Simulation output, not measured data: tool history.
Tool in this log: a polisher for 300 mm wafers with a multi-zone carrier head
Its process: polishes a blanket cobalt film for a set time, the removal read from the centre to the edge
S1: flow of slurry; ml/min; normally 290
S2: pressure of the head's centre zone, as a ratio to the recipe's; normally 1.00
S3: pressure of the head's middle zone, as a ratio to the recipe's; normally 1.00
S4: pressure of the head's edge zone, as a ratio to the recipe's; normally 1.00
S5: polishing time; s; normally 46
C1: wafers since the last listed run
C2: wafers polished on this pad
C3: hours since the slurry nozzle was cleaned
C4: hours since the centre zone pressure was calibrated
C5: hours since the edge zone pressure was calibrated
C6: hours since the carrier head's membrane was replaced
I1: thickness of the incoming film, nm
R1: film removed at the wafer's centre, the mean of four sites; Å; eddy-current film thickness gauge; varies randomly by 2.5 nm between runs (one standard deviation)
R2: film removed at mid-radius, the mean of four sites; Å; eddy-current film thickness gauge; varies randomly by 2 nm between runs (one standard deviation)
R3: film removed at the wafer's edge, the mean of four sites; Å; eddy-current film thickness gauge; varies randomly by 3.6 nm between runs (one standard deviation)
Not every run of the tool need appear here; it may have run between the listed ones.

run    hour   S1    S2    S3    S4  S5   C1    C2     C3      C4     C5      C6      I1    R1    R2    R3
  1     0.0  290  1.00  1.00  1.00  46    0  3268  100.2   882.8  816.6  1136.8  1143.8  2969  2711  2760
       22.7  -- carrier head's membrane replaced by a new one
       59.7  -- worn pad replaced by a new one
       62.9  -- edge zone pressure recalibrated
  2    68.4  290  1.00  1.00  1.00  46  794    92  168.6   951.2    5.5    45.7  1170.2  2958  2721  2703
  3   116.4  290  1.00  1.00  1.00  46  664   756  216.6   999.2   53.5    93.7  1170.4  2987  2699  2703
  4   169.4  290  1.00  1.00  1.00  46  733  1490  269.6  1052.2  106.5   146.7  1177.8  3009  2690  2700
  5   213.3  290  1.00  1.00  1.00  46  607  2097  313.5  1096.1  150.4   190.6  1169.7  3015  2717  2747
  6   280.5  290  1.00  0.88  1.04  46  930  3027  380.7  1163.3  217.6   257.8  1160.6  2975  2454  2804
      313.0  -- slurry nozzle cleaned
  7   324.0  290  1.00  1.00  1.00  46  588  3616   11.0  1206.8  261.1   301.3  1156.1  3061  2723  2709
  8   368.3  290  1.00  1.00  1.00  46  613  4229   55.3  1251.1  305.4   345.6  1136.4  3030  2773  2768
      394.6  -- worn pad replaced by a new one, of another model than before
      406.5  -- centre zone pressure recalibrated
  9   433.1  290  1.00  1.00  1.00  46  813   505  120.1    26.6  370.2   410.4  1166.0  2773  2718  2736
 10   499.1  380  0.92  1.00  0.97  55  913  1418  186.1    92.6  436.2   476.4  1159.5  3160  3281  3244
 11   563.1  290  1.00  1.00  1.00  46  885  2304  250.1   156.6  500.2   540.4  1171.8  2848  2694  2693
 12   608.6  290  1.12  1.00  1.06  60  629  2934  295.6   202.1  545.7   585.9  1142.9  4201  3539  3691
 13   664.1  290  1.00  1.00  1.00  46  768  3702  351.1   257.6  601.2   641.4  1143.7  2906  2715  2658
 14   706.0  290  1.00  0.90  1.00  46  579  4282  393.0   299.5  643.1   683.3  1155.6  2909  2490  2756
      722.1  -- worn pad replaced by a new one
      727.9  -- slurry nozzle cleaned
 15   757.9  195  0.89  0.91  1.00  46  649   481   30.0   351.4  695.0   735.2  1163.0  2538  2474  2690
 16   804.7  290  1.00  1.00  1.11  34  647  1129   76.8   398.2  741.8   782.0  1165.8  2207  1991  2098
 17   864.8  290  1.00  1.00  1.00  46  831  1960  136.9   458.3  801.9   842.1  1160.6  3004  2751  2738
 18   893.8  290  1.00  0.96  1.00  46  401  2362  165.9   487.3  830.9   871.1  1164.4  2983  2639  2762
 19   937.1  290  1.00  1.00  1.06  46  599  2961  209.2   530.6  874.2   914.4  1167.9  2986  2752  2815
 20   973.5  315  0.89  1.00  1.10  39  503  3465  245.6   567.0  910.6   950.8  1153.5  2225  2342  2434
 21  1031.1  350  1.00  1.00  1.00  54  797  4262  303.2   624.6  968.2  1008.4  1147.9  3545  3253  3185
     1050.9  -- edge zone pressure recalibrated
 22  1069.4  245  1.00  1.00  1.11  46  502  4765  341.5   662.9   18.5  1046.7  1156.2  2986  2699  2829

Difference, measured minus no-hidden-state, one row per run. Run-to-run variation is common to both terms; the gauge's own scatter need not be:
Hidden state present: removal rate lost through wear of the pad, %; slurry flow missing at the pad, %; deviation of the centre zone's pressure from its setpoint, %; deviation of the edge zone's pressure from its setpoint, %.
run    R1
  1  +259
  2  +263
  3  +268
  4  +273
  5  +275
  6  +274
  7  +283
  8  +282
  9   +31
 10   +89
 11  +116
 12  +202
 13  +165
 14  +181
 15  +175
 16  +161
 17  +233
 18  +238
 19  +247
 20  +191
 21  +312
 22  +268
R2: at most 2 Å away from the measurement, every run.
R3: at most 1 Å away from the measurement, every run.
